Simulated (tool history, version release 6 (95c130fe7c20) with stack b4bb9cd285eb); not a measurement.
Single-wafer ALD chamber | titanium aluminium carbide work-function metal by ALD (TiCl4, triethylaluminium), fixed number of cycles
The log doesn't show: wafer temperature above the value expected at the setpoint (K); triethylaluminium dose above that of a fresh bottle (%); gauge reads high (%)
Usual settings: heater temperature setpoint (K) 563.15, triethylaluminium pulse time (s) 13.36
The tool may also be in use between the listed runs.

run,hour,heater temperature setpoint (K),triethylaluminium pulse time (s),wafers since the last listed run,hours since the last thermocouple change,hours since the last triethylaluminium bottle change,hours since the showerhead was replaced,hours since the gauge calibration,"read-back reference wafer on the same gauge, thickness_nm",mean film thickness on the monitor wafer (angstrom)
1,0,563.15,15.87,0,1224.7,135.3,3814.8,1208.9,2.001,19.38
2,42.3,563.15,15.87,420,1267,177.6,3857.1,1251.2,2.006,19.07
3,85.5,569.15,13.36,429,1310.2,220.8,3900.3,1294.4,1.998,19.55
4,233.9,563.15,11.04,1473,1458.6,369.2,4048.7,1442.8,1.996,18.02
5,283.3,563.15,13.36,490,1508,418.6,4098.1,1492.2,1.998,18.57
6,308.4,563.15,13.36,249,1533.1,443.7,4123.2,1517.3,2.004,18.31
7,344,563.15,13.36,353,1568.7,479.3,4158.8,1552.9,1.997,18.43
8,384.2,563.15,13.36,399,1608.9,519.5,4199,1593.1,2,18.24
# hour 405.8: triethylaluminium bottle replaced
9,408.9,563.15,13.36,165,1633.6,3.1,4223.7,1617.8,2.003,19.01
10,443.6,563.15,13.36,344,1668.3,37.8,4258.4,1652.5,2,19.2
11,468.9,563.15,13.36,251,1693.6,63.1,4283.7,1677.8,2.002,19.16
12,520.1,563.15,13.36,508,1744.8,114.3,4334.9,1729,2.002,19.26
13,551,563.15,17.02,306,1775.7,145.2,4365.8,1759.9,1.996,19.37
14,611.1,563.15,17.02,596,1835.8,205.3,4425.9,1820,2.001,19.22
# hour 658.4: gauge calibrated
15,680.2,572.15,16.62,686,1904.9,274.4,4495,21.8,2,20
16,749.1,549.15,13.36,684,1973.8,343.3,4563.9,90.7,1.999,17.53
# hour 870.4: thermocouple changed; heater temperature recalibrated
# hour 878.4: triethylaluminium bottle replaced
17,932.3,563.15,11.47,1660,61.9,53.9,4747.1,273.9,2,18.93
18,1056.3,563.15,13.36,1231,185.9,177.9,4871.1,397.9,2,18.96
19,1115.1,563.15,13.36,584,244.7,236.7,4929.9,456.7,2,19.02
20,1173.4,563.15,13.36,579,303,295,4988.2,515,1.998,18.84
21,1226.8,563.15,13.36,530,356.4,348.4,5041.6,568.4,1.997,18.58
22,1274,558.15,17.78,468,403.6,395.6,5088.8,615.6,2.002,18.7
23,1333.3,567.15,16.65,589,462.9,454.9,5148.1,674.9,1.999,19.28
# hour 1343.4: triethylaluminium bottle replaced
24,1402.4,555.15,14.84,606,532,59,5217.2,744,1.997,18.43
25,1459.1,574.15,9.28,563,588.7,115.7,5273.9,800.7,1.999,18.87
26,1503,573.15,18.58,436,632.6,159.6,5317.8,844.6,1.999,20.04
# hour 1516.2: showerhead replaced
27,1566.6,563.15,17.14,552,696.2,223.2,50.4,908.2,1.998,19
28,1606.6,552.15,13.36,397,736.2,263.2,90.4,948.2,1.997,17.92
29,1647.8,555.15,14.84,409,777.4,304.4,131.6,989.4,2.001,18.26
30,1700.5,554.15,14.9,523,830.1,357.1,184.3,1042.1,2.002,18.14
31,1757.9,578.15,13.36,570,887.5,414.5,241.7,1099.5,1.999,19.63
32,1789.6,563.15,13.36,314,919.2,446.2,273.4,1131.2,2.002,18.53
# hour 1900.2: triethylaluminium bottle replaced
33,1955.3,563.15,11.54,1566,1084.9,55.1,439.1,1296.9,2.003,18.83

Forecast each of these 4 alternatives for the next run:
A,1955.7,577.15,13.36,3,1085.3,55.5,439.5,1297.3,?,?
B,1955.7,550.15,11.95,3,1085.3,55.5,439.5,1297.3,?,?
C,1955.7,549.15,9.27,3,1085.3,55.5,439.5,1297.3,?,?
D,1955.7,572.15,9.92,3,1085.3,55.5,439.5,1297.3,?,?

run,"read-back reference wafer on the same gauge, thickness_nm",mean film thickness on the monitor wafer (angstrom)
A,2.001,20.44
B,2.001,17.9
C,2.001,17.24
D,2.001,19.4
Without the tool's hidden state the same runs would have given:
run,mean film thickness on the monitor wafer (angstrom)
A,20.5
B,17.98
C,17.39
D,19.54

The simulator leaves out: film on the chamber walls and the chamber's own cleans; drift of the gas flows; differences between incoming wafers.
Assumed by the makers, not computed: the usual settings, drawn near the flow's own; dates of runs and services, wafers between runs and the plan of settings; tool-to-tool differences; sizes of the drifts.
